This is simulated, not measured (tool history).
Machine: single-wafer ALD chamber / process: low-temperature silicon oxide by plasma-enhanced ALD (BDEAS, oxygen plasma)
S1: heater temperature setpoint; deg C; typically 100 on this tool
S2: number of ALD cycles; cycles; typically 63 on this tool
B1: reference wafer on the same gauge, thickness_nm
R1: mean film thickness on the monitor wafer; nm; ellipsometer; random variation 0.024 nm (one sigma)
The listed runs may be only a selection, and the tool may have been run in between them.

run,hour,S1,S2,B1,R1
1,0,91,63,10.681,9.816
2,63.3,91,63,10.679,9.822
3,239.7,91,63,10.679,9.794
4,305.8,100,63,10.682,9.581
5,353.2,100,58,10.679,8.761
# hour 359: gauge calibrated
6,424.7,100,63,10.68,9.545
7,481.1,100,63,10.675,9.573
8,507.2,100,63,10.677,9.53
9,537.1,110,53,10.687,7.899
10,563.1,110,53,10.681,7.892
11,601.1,91,60,10.674,9.33
12,672.4,100,63,10.683,9.578
13,715.5,107,72,10.681,10.829
14,755.4,100,73,10.68,11.092
# hour 796.6: thermocouple changed; heater temperature recalibrated
15,797.1,106,54,10.675,8.069
16,841.9,91,56,10.682,8.732
17,894.1,100,63,10.68,9.565
18,936.8,100,63,10.681,9.521
19,968.6,107,63,10.684,9.42
20,1017.8,87,63,10.681,9.971

Branching from run 20: 5 alternative next runs. What would each branch give?
A,1018.3,89,63,?,?
B,1018.3,91,53,?,?
C,1018.3,107,51,?,?
D,1018.3,113,67,?,?
E,1018.3,110,63,?,?

run,B1,R1
A,10.681,9.886
B,10.681,8.266
C,10.681,7.647
D,10.681,9.949
E,10.681,9.401
With no hidden state in the tool, these same runs would have given:
run,R1
A,9.886
B,8.266
C,7.647
D,9.949
E,9.401

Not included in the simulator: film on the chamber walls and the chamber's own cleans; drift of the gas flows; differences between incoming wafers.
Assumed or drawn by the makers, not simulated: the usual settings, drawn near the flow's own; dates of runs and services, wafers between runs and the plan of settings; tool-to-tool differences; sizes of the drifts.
